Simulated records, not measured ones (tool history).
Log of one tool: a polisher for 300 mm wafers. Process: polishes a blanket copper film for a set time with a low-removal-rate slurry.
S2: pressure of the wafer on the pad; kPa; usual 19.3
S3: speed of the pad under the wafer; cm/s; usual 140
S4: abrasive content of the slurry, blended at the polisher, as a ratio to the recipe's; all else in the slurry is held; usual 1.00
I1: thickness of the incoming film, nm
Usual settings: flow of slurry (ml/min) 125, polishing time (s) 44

run 1 hour=0.0 | flow_of_slurry_(ml/min)=125 S2=14.5 S3=140 S4=1.00 polishing_time_(s)=39 | I1=880.3 | film_removed_(nm)=92.1
run 2 hour=14.3 | flow_of_slurry_(ml/min)=125 S2=14.5 S3=140 S4=1.00 polishing_time_(s)=39 | I1=877.1 | film_removed_(nm)=94.9
run 3 hour=30.3 | flow_of_slurry_(ml/min)=125 S2=19.3 S3=140 S4=1.00 polishing_time_(s)=44 | I1=873.9 | film_removed_(nm)=138.5
run 4 hour=46.3 | flow_of_slurry_(ml/min)=125 S2=19.3 S3=140 S4=1.00 polishing_time_(s)=44 | I1=890.7 | film_removed_(nm)=138.6
run 5 hour=59.1 | flow_of_slurry_(ml/min)=125 S2=19.3 S3=140 S4=1.00 polishing_time_(s)=44 | I1=867.5 | film_removed_(nm)=138.3
-- hour=63.5 worn pad replaced by a new one
run 6 hour=71.5 | flow_of_slurry_(ml/min)=125 S2=20.7 S3=156 S4=1.00 polishing_time_(s)=44 | I1=877.0 | film_removed_(nm)=168.2
run 7 hour=84.8 | flow_of_slurry_(ml/min)=125 S2=20.7 S3=156 S4=1.00 polishing_time_(s)=44 | I1=864.8 | film_removed_(nm)=165.7
run 8 hour=95.0 | flow_of_slurry_(ml/min)=125 S2=19.3 S3=140 S4=1.00 polishing_time_(s)=44 | I1=884.2 | film_removed_(nm)=138.3
run 9 hour=104.6 | flow_of_slurry_(ml/min)=125 S2=19.3 S3=140 S4=1.00 polishing_time_(s)=44 | I1=890.5 | film_removed_(nm)=138.6
run 10 hour=112.9 | flow_of_slurry_(ml/min)=125 S2=19.3 S3=140 S4=1.00 polishing_time_(s)=44 | I1=884.3 | film_removed_(nm)=137.4
run 11 hour=119.1 | flow_of_slurry_(ml/min)=125 S2=19.3 S3=140 S4=1.00 polishing_time_(s)=44 | I1=893.1 | film_removed_(nm)=137.5
-- hour=122.6 slurry nozzle cleaned
-- hour=125.5 slurry blender recalibrated
run 12 hour=127.9 | flow_of_slurry_(ml/min)=125 S2=19.3 S3=140 S4=1.00 polishing_time_(s)=44 | I1=882.0 | film_removed_(nm)=148.8
-- hour=138.4 worn pad replaced by a new one
run 13 hour=138.9 | flow_of_slurry_(ml/min)=100 S2=19.3 S3=140 S4=1.00 polishing_time_(s)=51 | I1=884.1 | film_removed_(nm)=165.3
run 14 hour=144.0 | flow_of_slurry_(ml/min)=100 S2=19.3 S3=140 S4=1.00 polishing_time_(s)=51 | I1=875.0 | film_removed_(nm)=166.8
run 15 hour=160.3 | flow_of_slurry_(ml/min)=125 S2=15.2 S3=140 S4=0.85 polishing_time_(s)=44 | I1=884.0 | film_removed_(nm)=111.4
run 16 hour=170.5 | flow_of_slurry_(ml/min)=165 S2=24.1 S3=140 S4=1.00 polishing_time_(s)=50 | I1=881.9 | film_removed_(nm)=219.8
run 17 hour=187.2 | flow_of_slurry_(ml/min)=85 S2=21.4 S3=160 S4=1.25 polishing_time_(s)=44 | I1=873.9 | film_removed_(nm)=175.4
run 18 hour=201.5 | flow_of_slurry_(ml/min)=85 S2=21.4 S3=160 S4=1.25 polishing_time_(s)=44 | I1=882.0 | film_removed_(nm)=180.3
run 19 hour=217.4 | flow_of_slurry_(ml/min)=125 S2=19.3 S3=140 S4=1.00 polishing_time_(s)=44 | I1=884.1 | film_removed_(nm)=146.9
-- hour=223.2 worn pad replaced by a new one
run 20 hour=228.7 | flow_of_slurry_(ml/min)=145 S2=19.3 S3=140 S4=1.00 polishing_time_(s)=44 | I1=878.9 | film_removed_(nm)=151.9
run 21 hour=242.9 | flow_of_slurry_(ml/min)=160 S2=13.8 S3=140 S4=1.10 polishing_time_(s)=38 | I1=883.0 | film_removed_(nm)=97.6
run 22 hour=253.0 | flow_of_slurry_(ml/min)=100 S2=19.3 S3=140 S4=1.00 polishing_time_(s)=35 | I1=894.7 | film_removed_(nm)=109.1
-- hour=258.8 head pressure recalibrated
run 23 hour=281.4 | flow_of_slurry_(ml/min)=125 S2=19.3 S3=140 S4=1.00 polishing_time_(s)=44 | I1=874.8 | film_removed_(nm)=143.6
run 24 hour=298.4 | flow_of_slurry_(ml/min)=125 S2=15.2 S3=140 S4=0.85 polishing_time_(s)=44 | I1=896.8 | film_removed_(nm)=111.6
run 25 hour=307.6 | flow_of_slurry_(ml/min)=145 S2=13.8 S3=140 S4=1.00 polishing_time_(s)=44 | I1=878.5 | film_removed_(nm)=104.5
-- hour=317.3 worn pad replaced by a new one
run 26 hour=317.8 | flow_of_slurry_(ml/min)=145 S2=19.3 S3=140 S4=1.00 polishing_time_(s)=44 | I1=882.3 | film_removed_(nm)=148.5
run 27 hour=329.4 | flow_of_slurry_(ml/min)=125 S2=16.5 S3=168 S4=0.85 polishing_time_(s)=39 | I1=878.7 | film_removed_(nm)=127.5

Forecast each of these 3 alternatives for the next run:
run A hour=329.8 | flow_of_slurry_(ml/min)=125 S2=19.3 S3=140 S4=1.00 polishing_time_(s)=32 | I1=879.5 | film_removed_(nm)=?
run B hour=329.8 | flow_of_slurry_(ml/min)=145 S2=19.3 S3=180 S4=1.30 polishing_time_(s)=36 | I1=879.5 | film_removed_(nm)=?
run C hour=329.8 | flow_of_slurry_(ml/min)=110 S2=14.5 S3=140 S4=1.15 polishing_time_(s)=44 | I1=879.5 | film_removed_(nm)=?

run=A film_removed_(nm)=103.9
run=B film_removed_(nm)=163.3
run=C film_removed_(nm)=107.1
Without the tool's hidden state the same runs would have given:
run=A film_removed_(nm)=107.2
run=B film_removed_(nm)=168.8
run=C film_removed_(nm)=110.7
